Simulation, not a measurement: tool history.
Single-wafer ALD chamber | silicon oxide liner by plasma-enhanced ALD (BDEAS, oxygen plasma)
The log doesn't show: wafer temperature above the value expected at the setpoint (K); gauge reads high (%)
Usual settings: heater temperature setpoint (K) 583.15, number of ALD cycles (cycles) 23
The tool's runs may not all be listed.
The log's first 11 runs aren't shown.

| run | day | heater temperature setpoint (K) | number of ALD cycles (cycles) | wafers since the last listed run | hours since the last thermocouple change | hours since the gauge calibration | read-back reference wafer on the same gauge, thickness_nm | mean film thickness on the monitor wafer (angstrom) |
|---|---|---|---|---|---|---|---|---|
| 12 | 13.958 | 573.15 | 23 | 644 | 1185.6 | 88.7 | 2.410 | 20.56 |
| 13 | 15.021 | 573.15 | 23 | 468 | 1211.1 | 114.2 | 2.409 | 20.59 |
| 14 | 15.908 | 571.15 | 23 | 391 | 1232.4 | 135.5 | 2.409 | 20.84 |
| 15 | 17.258 | 583.15 | 23 | 594 | 1264.8 | 167.9 | 2.410 | 20.26 |
| 16 | 18.675 | 583.15 | 20 | 624 | 1298.8 | 201.9 | 2.408 | 17.54 |
| 17 | 20.146 | 570.15 | 27 | 648 | 1334.1 | 237.2 | 2.410 | 24.51 |
| 18 | 21.225 | 583.15 | 21 | 475 | 1360.0 | 263.1 | 2.411 | 18.45 |
| 19 | 22.362 | 583.15 | 23 | 501 | 1387.3 | 290.4 | 2.410 | 20.23 |
|  | 22.992 | thermocouple changed; heater temperature recalibrated |
| 20 | 23.017 | 583.15 | 23 | 141 | 0.6 | 306.1 | 2.410 | 20.21 |
| 21 | 24.408 | 569.15 | 23 | 613 | 34.0 | 339.5 | 2.410 | 20.94 |
| 22 | 24.979 | 594.15 | 23 | 251 | 47.7 | 353.2 | 2.411 | 19.88 |
| 23 | 25.958 | 583.15 | 27 | 431 | 71.2 | 376.7 | 2.408 | 23.61 |
| 24 | 26.833 | 595.15 | 19 | 385 | 92.2 | 397.7 | 2.411 | 16.33 |
| 25 | 27.508 | 593.15 | 28 | 297 | 108.4 | 413.9 | 2.411 | 24.16 |
| 26 | 28.092 | 577.15 | 20 | 257 | 122.4 | 427.9 | 2.412 | 17.79 |
| 27 | 29.346 | 588.15 | 23 | 552 | 152.5 | 458.0 | 2.409 | 20.07 |
| 28 | 30.458 | 583.15 | 23 | 490 | 179.2 | 484.7 | 2.412 | 20.25 |
| 29 | 31.583 | 573.15 | 23 | 495 | 206.2 | 511.7 | 2.409 | 20.69 |
| 30 | 33.083 | 583.15 | 23 | 660 | 242.2 | 547.7 | 2.409 | 20.19 |

4 ways to go on from here, each from the tool as it stands after run 30. What would each give?
| A | 33.100 | 574.15 | 23 | 7 | 242.6 | 548.1 | ? | ? |
| B | 33.100 | 583.15 | 22 | 7 | 242.6 | 548.1 | ? | ? |
| C | 33.100 | 573.15 | 19 | 7 | 242.6 | 548.1 | ? | ? |
| D | 33.100 | 597.15 | 26 | 7 | 242.6 | 548.1 | ? | ? |

| run | read-back reference wafer on the same gauge, thickness_nm | mean film thickness on the monitor wafer (angstrom) |
|---|---|---|
| A | 2.411 | 20.51 |
| B | 2.411 | 19.33 |
| C | 2.411 | 17.02 |
| D | 2.411 | 22.33 |
Without the tool's hidden state the same runs would have given:
| run | mean film thickness on the monitor wafer (angstrom) |
|---|---|
| A | 20.51 |
| B | 19.33 |
| C | 17.02 |
| D | 22.33 |
